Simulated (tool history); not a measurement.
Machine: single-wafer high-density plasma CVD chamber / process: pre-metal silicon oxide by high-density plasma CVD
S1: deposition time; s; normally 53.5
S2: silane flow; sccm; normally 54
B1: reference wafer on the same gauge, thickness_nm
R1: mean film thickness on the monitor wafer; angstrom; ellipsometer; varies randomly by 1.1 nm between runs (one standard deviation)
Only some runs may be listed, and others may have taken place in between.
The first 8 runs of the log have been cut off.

{"run": 9, "hour": 556.3, "S1": 53.5, "S2": 61, "B1": 266.743, "R1": 3219.34}
{"run": 10, "hour": 626.1, "S1": 53.5, "S2": 61, "B1": 266.814, "R1": 3207.12}
{"run": 11, "hour": 671.2, "S1": 53.5, "S2": 57, "B1": 267.2, "R1": 3058.25}
{"run": 12, "hour": 745.1, "S1": 53.5, "S2": 57, "B1": 266.928, "R1": 3058.77}
{"run": 13, "hour": 820.7, "S1": 53.5, "S2": 46, "B1": 266.885, "R1": 2676.44}
{"run": 14, "hour": 903.6, "S1": 47.5, "S2": 54, "B1": 267.185, "R1": 2618.15}
{"run": 15, "hour": 1000.7, "S1": 46.5, "S2": 54, "B1": 267.579, "R1": 2568.22}
{"run": 16, "hour": 1058.1, "S1": 53.5, "S2": 54, "B1": 266.999, "R1": 2957.85}
{"run": 17, "hour": 1124.1, "S1": 62.9, "S2": 60, "B1": 266.708, "R1": 3734.84}
{"run": 18, "hour": 1211.4, "S1": 53.5, "S2": 54, "B1": 266.862, "R1": 2947.4}
{"run": 19, "hour": 1297.9, "S1": 53.5, "S2": 57, "B1": 266.784, "R1": 3061.4}
{"run": 20, "hour": 1356.8, "S1": 53.5, "S2": 64, "B1": 266.903, "R1": 3321.61}
{"hour": 1368.4, "done": "silane flow controller replaced"}
{"run": 21, "hour": 1420.7, "S1": 57.7, "S2": 47, "B1": 266.937, "R1": 2980.11}
{"run": 22, "hour": 1497.9, "S1": 44.4, "S2": 57, "B1": 266.893, "R1": 2600.54}
{"hour": 1514.4, "done": "gauge calibrated"}
{"run": 23, "hour": 1538.7, "S1": 47.5, "S2": 54, "B1": 267.165, "R1": 2681.12}
{"run": 24, "hour": 1640.3, "S1": 47.1, "S2": 46, "B1": 267.3, "R1": 2412.95}
{"hour": 1745.3, "done": "silane flow controller replaced, repeated, since the last time left the tool worse"}
{"run": 25, "hour": 1745.8, "S1": 53.5, "S2": 54, "B1": 266.868, "R1": 2886.13}
{"run": 26, "hour": 1844.6, "S1": 56.6, "S2": 46, "B1": 267.202, "R1": 2784.68}
{"run": 27, "hour": 1882.6, "S1": 46.6, "S2": 61, "B1": 266.421, "R1": 2738.05}
{"run": 28, "hour": 1985.3, "S1": 43.4, "S2": 57, "B1": 267.135, "R1": 2443.59}
{"run": 29, "hour": 2074.3, "S1": 53.5, "S2": 54, "B1": 267.207, "R1": 2899.06}
{"run": 30, "hour": 2162.0, "S1": 47.1, "S2": 46, "B1": 266.877, "R1": 2323.48}
{"run": 31, "hour": 2244.6, "S1": 44.6, "S2": 60, "B1": 267.008, "R1": 2614.79}

5 options for the next run, each taken on its own from the tool as it stands now. Forecast them:
{"run": "A", "hour": 2245.0, "S1": 53.5, "S2": 54, "B1": "?", "R1": "?"}
{"run": "B", "hour": 2245.0, "S1": 53.5, "S2": 58, "B1": "?", "R1": "?"}
{"run": "C", "hour": 2245.0, "S1": 43.4, "S2": 51, "B1": "?", "R1": "?"}
{"run": "D", "hour": 2245.0, "S1": 49.9, "S2": 54, "B1": "?", "R1": "?"}
{"run": "E", "hour": 2245.0, "S1": 62.1, "S2": 57, "B1": "?", "R1": "?"}

run=A B1=266.775 R1=2915.98
run=B B1=266.775 R1=3054.05
run=C B1=266.775 R1=2281.49
run=D B1=266.775 R1=2719.77
run=E B1=266.775 R1=3504.91
Stripped of hidden state, with their random variation kept, the same runs would have yielded:
run=A R1=2886.57
run=B R1=3023.24
run=C R1=2258.47
run=D R1=2692.33
run=E R1=3469.56
